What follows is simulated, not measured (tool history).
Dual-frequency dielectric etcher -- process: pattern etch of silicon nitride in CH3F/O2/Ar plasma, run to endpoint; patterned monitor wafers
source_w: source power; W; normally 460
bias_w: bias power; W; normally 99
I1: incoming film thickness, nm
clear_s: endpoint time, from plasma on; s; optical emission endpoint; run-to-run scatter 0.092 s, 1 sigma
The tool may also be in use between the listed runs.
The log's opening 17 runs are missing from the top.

Run 18, hour 774.7: usual settings but bias_w 79 W; I1 22.48. Result: clear_s 27.7 s.
Run 19, hour 831.3: usual settings; I1 22.14. Result: clear_s 26 s.
Run 20, hour 872.9: usual settings but source_w 390 W, bias_w 82 W; I1 22.29. Result: clear_s 28.8 s.
Run 21, hour 944.1: usual settings; I1 22.46. Result: clear_s 26.5 s.
Run 22, hour 992.9: usual settings; I1 22.49. Result: clear_s 26.5 s.
Run 23, hour 1017.1: usual settings; I1 22.52. Result: clear_s 26.6 s.
Run 24, hour 1069.4: usual settings but source_w 530 W, bias_w 92 W; I1 22.32. Result: clear_s 25.7 s.
At hour 1079.9: source power generator calibrated.
At hour 1113.1: upper electrode replaced.
At hour 1118.8: wet clean of the chamber.
Run 25, hour 1119.3: usual settings but source_w 550 W, bias_w 110 W; I1 22.27. Result: clear_s 23.9 s.
Run 26, hour 1157.7: usual settings but source_w 340 W, bias_w 75 W; I1 22.19. Result: clear_s 30.5 s.

Estimate the outcome of run 27 from the log above:
Run 27, hour 1211: usual settings but bias_w 78 W; I1 22.28. Result: clear_s ?.

Run 27 measured clear_s 27.6 s.
Minus the tool's unlogged condition, the same run would have read clear_s 27.4 s.
